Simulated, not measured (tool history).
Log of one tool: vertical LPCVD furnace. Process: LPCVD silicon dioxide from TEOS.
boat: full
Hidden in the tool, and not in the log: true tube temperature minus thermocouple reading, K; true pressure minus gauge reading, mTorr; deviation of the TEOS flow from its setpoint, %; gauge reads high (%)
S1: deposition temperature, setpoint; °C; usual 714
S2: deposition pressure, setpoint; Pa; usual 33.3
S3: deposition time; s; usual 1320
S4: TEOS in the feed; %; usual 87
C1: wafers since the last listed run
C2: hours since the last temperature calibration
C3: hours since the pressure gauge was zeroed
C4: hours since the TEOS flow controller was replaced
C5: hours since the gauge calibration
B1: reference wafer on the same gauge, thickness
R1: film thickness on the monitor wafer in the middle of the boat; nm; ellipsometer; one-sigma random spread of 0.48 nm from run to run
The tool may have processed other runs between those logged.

run 1 hour=0.0 | S1=714 S2=33.3 S3=1320 S4=87 | C1=0 C2=2620.6 C3=2059.5 C4=1731.2 C5=810.9 | B1=205.98 | R1=226.56
run 2 hour=106.9 | S1=714 S2=33.3 S3=1320 S4=87 | C1=2346 C2=2727.5 C3=2166.4 C4=1838.1 C5=917.8 | B1=205.93 | R1=226.64
run 3 hour=144.1 | S1=714 S2=33.3 S3=1320 S4=87 | C1=816 C2=2764.7 C3=2203.6 C4=1875.3 C5=955.0 | B1=206.02 | R1=226.48
run 4 hour=214.4 | S1=714 S2=33.3 S3=1320 S4=87 | C1=1543 C2=2835.0 C3=2273.9 C4=1945.6 C5=1025.3 | B1=205.92 | R1=227.16
run 5 hour=258.8 | S1=714 S2=33.3 S3=1320 S4=87 | C1=974 C2=2879.4 C3=2318.3 C4=1990.0 C5=1069.7 | B1=205.93 | R1=225.29
-- hour=268.1 gauge calibrated
run 6 hour=343.8 | S1=714 S2=33.3 S3=1320 S4=87 | C1=1865 C2=2964.4 C3=2403.3 C4=2075.0 C5=75.7 | B1=206.02 | R1=225.98
run 7 hour=416.6 | S1=719 S2=33.3 S3=1320 S4=87 | C1=1598 C2=3037.2 C3=2476.1 C4=2147.8 C5=148.5 | B1=205.95 | R1=253.17
run 8 hour=501.8 | S1=719 S2=33.3 S3=1320 S4=87 | C1=1870 C2=3122.4 C3=2561.3 C4=2233.0 C5=233.7 | B1=205.85 | R1=253.22
-- hour=567.0 thermocouples replaced and temperature profile calibrated
run 9 hour=598.8 | S1=719 S2=33.3 S3=1320 S4=87 | C1=1602 C2=31.8 C3=2658.3 C4=2330.0 C5=330.7 | B1=206.00 | R1=252.26
run 10 hour=652.1 | S1=714 S2=33.3 S3=1320 S4=87 | C1=1170 C2=85.1 C3=2711.6 C4=2383.3 C5=384.0 | B1=206.02 | R1=225.93
-- hour=713.5 TEOS flow controller replaced
run 11 hour=714.0 | S1=714 S2=33.3 S3=1320 S4=87 | C1=831 C2=147.0 C3=2773.5 C4=0.5 C5=445.9 | B1=206.01 | R1=224.95
run 12 hour=754.5 | S1=714 S2=33.3 S3=1320 S4=87 | C1=889 C2=187.5 C3=2814.0 C4=41.0 C5=486.4 | B1=206.13 | R1=224.93
run 13 hour=810.0 | S1=709 S2=33.3 S3=1320 S4=80 | C1=1218 C2=243.0 C3=2869.5 C4=96.5 C5=541.9 | B1=205.90 | R1=192.99
run 14 hour=867.9 | S1=714 S2=33.3 S3=1740 S4=75 | C1=1271 C2=300.9 C3=2927.4 C4=154.4 C5=599.8 | B1=206.04 | R1=274.80
run 15 hour=923.7 | S1=714 S2=40.7 S3=990 S4=96 | C1=1224 C2=356.7 C3=2983.2 C4=210.2 C5=655.6 | B1=206.02 | R1=196.94
run 16 hour=1011.9 | S1=714 S2=33.3 S3=1320 S4=87 | C1=1936 C2=444.9 C3=3071.4 C4=298.4 C5=743.8 | B1=206.09 | R1=224.64
run 17 hour=1099.7 | S1=703 S2=33.3 S3=1050 S4=97 | C1=1927 C2=532.7 C3=3159.2 C4=386.2 C5=831.6 | B1=205.98 | R1=146.97
-- hour=1162.0 pressure gauge zeroed
run 18 hour=1162.5 | S1=714 S2=33.3 S3=1320 S4=87 | C1=851 C2=595.5 C3=0.5 C4=449.0 C5=894.4 | B1=206.05 | R1=231.54
-- hour=1167.7 gauge calibrated
run 19 hour=1259.0 | S1=714 S2=33.3 S3=1320 S4=79 | C1=2118 C2=692.0 C3=97.0 C4=545.5 C5=91.3 | B1=206.02 | R1=220.41
run 20 hour=1323.4 | S1=714 S2=33.3 S3=1320 S4=87 | C1=1413 C2=756.4 C3=161.4 C4=609.9 C5=155.7 | B1=205.95 | R1=231.31
run 21 hour=1379.9 | S1=725 S2=26.7 S3=1710 S4=76 | C1=1240 C2=812.9 C3=217.9 C4=666.4 C5=212.2 | B1=205.91 | R1=319.75

Run 22 is up next; what results do you expect?
run 22 hour=1416.5 | S1=719 S2=33.3 S3=780 S4=87 | C1=803 C2=849.5 C3=254.5 C4=703.0 C5=248.8 | B1=? | R1=?

B1: 205.98
R1: 152.56 nm
Take away the tool's hidden state, keep the run-to-run variation as it was, and the same run would have given R1 152.78 nm.
